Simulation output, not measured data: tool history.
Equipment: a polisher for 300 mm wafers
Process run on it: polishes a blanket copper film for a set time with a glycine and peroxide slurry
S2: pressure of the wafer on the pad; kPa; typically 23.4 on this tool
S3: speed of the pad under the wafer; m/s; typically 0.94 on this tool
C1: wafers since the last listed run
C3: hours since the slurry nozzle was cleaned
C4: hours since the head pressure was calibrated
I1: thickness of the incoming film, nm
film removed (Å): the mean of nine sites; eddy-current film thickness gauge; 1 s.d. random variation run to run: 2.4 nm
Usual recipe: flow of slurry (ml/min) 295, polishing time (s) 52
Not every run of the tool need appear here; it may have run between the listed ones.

{"run": 1, "hour": 0.0, "flow of slurry (ml/min)": 295, "S2": 23.4, "S3": 0.76, "polishing time (s)": 52, "C1": 0, "wafers polished on this pad": 897, "C3": 323.7, "C4": 421.5, "I1": 2343, "film removed (Å)": 2631}
{"run": 2, "hour": 18.5, "flow of slurry (ml/min)": 295, "S2": 23.4, "S3": 0.76, "polishing time (s)": 52, "C1": 254, "wafers polished on this pad": 1151, "C3": 342.2, "C4": 440, "I1": 2354.7, "film removed (Å)": 2617}
{"hour": 44.9, "done": "worn pad replaced by a new one"}
{"run": 3, "hour": 48.3, "flow of slurry (ml/min)": 295, "S2": 23.4, "S3": 0.76, "polishing time (s)": 52, "C1": 354, "wafers polished on this pad": 46, "C3": 372, "C4": 469.8, "I1": 2377.7, "film removed (Å)": 2653}
{"hour": 58.9, "done": "slurry nozzle cleaned"}
{"run": 4, "hour": 82.1, "flow of slurry (ml/min)": 295, "S2": 23.4, "S3": 0.94, "polishing time (s)": 52, "C1": 450, "wafers polished on this pad": 496, "C3": 23.2, "C4": 503.6, "I1": 2338.8, "film removed (Å)": 3086}
{"run": 5, "hour": 112.3, "flow of slurry (ml/min)": 295, "S2": 23.4, "S3": 0.94, "polishing time (s)": 52, "C1": 415, "wafers polished on this pad": 911, "C3": 53.4, "C4": 533.8, "I1": 2368.2, "film removed (Å)": 3087}
{"run": 6, "hour": 136.2, "flow of slurry (ml/min)": 295, "S2": 23.4, "S3": 0.94, "polishing time (s)": 52, "C1": 328, "wafers polished on this pad": 1240, "C3": 77.3, "C4": 557.7, "I1": 2341.4, "film removed (Å)": 3070}
{"run": 7, "hour": 156.9, "flow of slurry (ml/min)": 295, "S2": 23.4, "S3": 0.94, "polishing time (s)": 52, "C1": 284, "wafers polished on this pad": 1524, "C3": 98, "C4": 578.4, "I1": 2326.2, "film removed (Å)": 3093}
{"hour": 178.1, "done": "worn pad replaced by a new one"}
{"run": 8, "hour": 190.7, "flow of slurry (ml/min)": 295, "S2": 23.4, "S3": 0.94, "polishing time (s)": 52, "C1": 409, "wafers polished on this pad": 173, "C3": 131.8, "C4": 612.2, "I1": 2341.7, "film removed (Å)": 3155}
{"run": 9, "hour": 221.3, "flow of slurry (ml/min)": 295, "S2": 23.4, "S3": 0.94, "polishing time (s)": 52, "C1": 420, "wafers polished on this pad": 593, "C3": 162.4, "C4": 642.8, "I1": 2300.4, "film removed (Å)": 3153}
{"run": 10, "hour": 252.7, "flow of slurry (ml/min)": 295, "S2": 23.4, "S3": 0.94, "polishing time (s)": 59, "C1": 431, "wafers polished on this pad": 1025, "C3": 193.8, "C4": 674.2, "I1": 2340.7, "film removed (Å)": 3547}
{"run": 11, "hour": 280.7, "flow of slurry (ml/min)": 295, "S2": 23.4, "S3": 0.94, "polishing time (s)": 59, "C1": 384, "wafers polished on this pad": 1410, "C3": 221.8, "C4": 702.2, "I1": 2331.1, "film removed (Å)": 3603}
{"hour": 285.9, "done": "worn pad replaced by a new one"}
{"run": 12, "hour": 296.0, "flow of slurry (ml/min)": 295, "S2": 23.4, "S3": 0.94, "polishing time (s)": 59, "C1": 155, "wafers polished on this pad": 139, "C3": 237.1, "C4": 717.5, "I1": 2329.9, "film removed (Å)": 3626}
{"run": 13, "hour": 330.3, "flow of slurry (ml/min)": 230, "S2": 26.2, "S3": 0.8, "polishing time (s)": 52, "C1": 471, "wafers polished on this pad": 610, "C3": 271.4, "C4": 751.8, "I1": 2335.9, "film removed (Å)": 3131}
{"run": 14, "hour": 343.2, "flow of slurry (ml/min)": 295, "S2": 23.4, "S3": 0.94, "polishing time (s)": 52, "C1": 177, "wafers polished on this pad": 787, "C3": 284.3, "C4": 764.7, "I1": 2326.8, "film removed (Å)": 3281}
{"hour": 357.8, "done": "head pressure recalibrated"}
{"run": 15, "hour": 360.6, "flow of slurry (ml/min)": 230, "S2": 23.4, "S3": 0.86, "polishing time (s)": 52, "C1": 211, "wafers polished on this pad": 999, "C3": 301.7, "C4": 2.8, "I1": 2298.3, "film removed (Å)": 2740}
{"hour": 372.5, "done": "slurry nozzle cleaned"}
{"run": 16, "hour": 381.1, "flow of slurry (ml/min)": 210, "S2": 25.5, "S3": 0.94, "polishing time (s)": 41, "C1": 267, "wafers polished on this pad": 1267, "C3": 8.6, "C4": 23.3, "I1": 2324.5, "film removed (Å)": 2403}
{"hour": 399.7, "done": "worn pad replaced by a new one"}
{"run": 17, "hour": 435.0, "flow of slurry (ml/min)": 295, "S2": 23.4, "S3": 0.94, "polishing time (s)": 52, "C1": 685, "wafers polished on this pad": 484, "C3": 62.5, "C4": 77.2, "I1": 2342.1, "film removed (Å)": 2940}
{"run": 18, "hour": 456.5, "flow of slurry (ml/min)": 295, "S2": 15.9, "S3": 0.84, "polishing time (s)": 52, "C1": 295, "wafers polished on this pad": 780, "C3": 84, "C4": 98.7, "I1": 2312.2, "film removed (Å)": 2036}
{"run": 19, "hour": 481.4, "flow of slurry (ml/min)": 295, "S2": 23.4, "S3": 0.94, "polishing time (s)": 52, "C1": 342, "wafers polished on this pad": 1122, "C3": 108.9, "C4": 123.6, "I1": 2337.5, "film removed (Å)": 2939}
{"run": 20, "hour": 509.7, "flow of slurry (ml/min)": 370, "S2": 16.5, "S3": 0.94, "polishing time (s)": 58, "C1": 388, "wafers polished on this pad": 1511, "C3": 137.2, "C4": 151.9, "I1": 2309.4, "film removed (Å)": 2553}
{"hour": 537.2, "done": "worn pad replaced by a new one"}
{"run": 21, "hour": 537.7, "flow of slurry (ml/min)": 295, "S2": 23.4, "S3": 0.94, "polishing time (s)": 68, "C1": 329, "wafers polished on this pad": 6, "C3": 165.2, "C4": 179.9, "I1": 2328.2, "film removed (Å)": 3888}
{"run": 22, "hour": 557.3, "flow of slurry (ml/min)": 295, "S2": 19.3, "S3": 1.24, "polishing time (s)": 42, "C1": 269, "wafers polished on this pad": 276, "C3": 184.8, "C4": 199.5, "I1": 2322.2, "film removed (Å)": 2509}
{"run": 23, "hour": 571.8, "flow of slurry (ml/min)": 295, "S2": 23.4, "S3": 0.94, "polishing time (s)": 52, "C1": 199, "wafers polished on this pad": 475, "C3": 199.3, "C4": 214, "I1": 2339.2, "film removed (Å)": 2955}
{"run": 24, "hour": 597.1, "flow of slurry (ml/min)": 295, "S2": 23.4, "S3": 0.94, "polishing time (s)": 35, "C1": 347, "wafers polished on this pad": 823, "C3": 224.6, "C4": 239.3, "I1": 2316.9, "film removed (Å)": 1978}
{"run": 25, "hour": 628.2, "flow of slurry (ml/min)": 295, "S2": 19.3, "S3": 0.94, "polishing time (s)": 52, "C1": 427, "wafers polished on this pad": 1250, "C3": 255.7, "C4": 270.4, "I1": 2302.1, "film removed (Å)": 2574}

Consider 4 possible next runs. They are alternatives, not a sequence: every one starts from the tool as it was left by run 25. What does each give?
{"run": "A", "hour": 628.6, "flow of slurry (ml/min)": 235, "S2": 23.4, "S3": 0.94, "polishing time (s)": 52, "C1": 5, "wafers polished on this pad": 1255, "C3": 256.1, "C4": 270.8, "I1": 2296.2, "film removed (Å)": "?"}
{"run": "B", "hour": 628.6, "flow of slurry (ml/min)": 295, "S2": 23.4, "S3": 0.64, "polishing time (s)": 52, "C1": 5, "wafers polished on this pad": 1255, "C3": 256.1, "C4": 270.8, "I1": 2296.2, "film removed (Å)": "?"}
{"run": "C", "hour": 628.6, "flow of slurry (ml/min)": 295, "S2": 23.4, "S3": 0.94, "polishing time (s)": 61, "C1": 5, "wafers polished on this pad": 1255, "C3": 256.1, "C4": 270.8, "I1": 2296.2, "film removed (Å)": "?"}
{"run": "D", "hour": 628.6, "flow of slurry (ml/min)": 260, "S2": 30.3, "S3": 0.84, "polishing time (s)": 52, "C1": 5, "wafers polished on this pad": 1255, "C3": 256.1, "C4": 270.8, "I1": 2296.2, "film removed (Å)": "?"}

run=A film_removed_(Å)=2917
run=B film_removed_(Å)=2280
run=C film_removed_(Å)=3465
run=D film_removed_(Å)=3307
Stripped of hidden state, with their random variation kept, the same runs would have yielded:
run=A film_removed_(Å)=2914
run=B film_removed_(Å)=2278
run=C film_removed_(Å)=3462
run=D film_removed_(Å)=3303
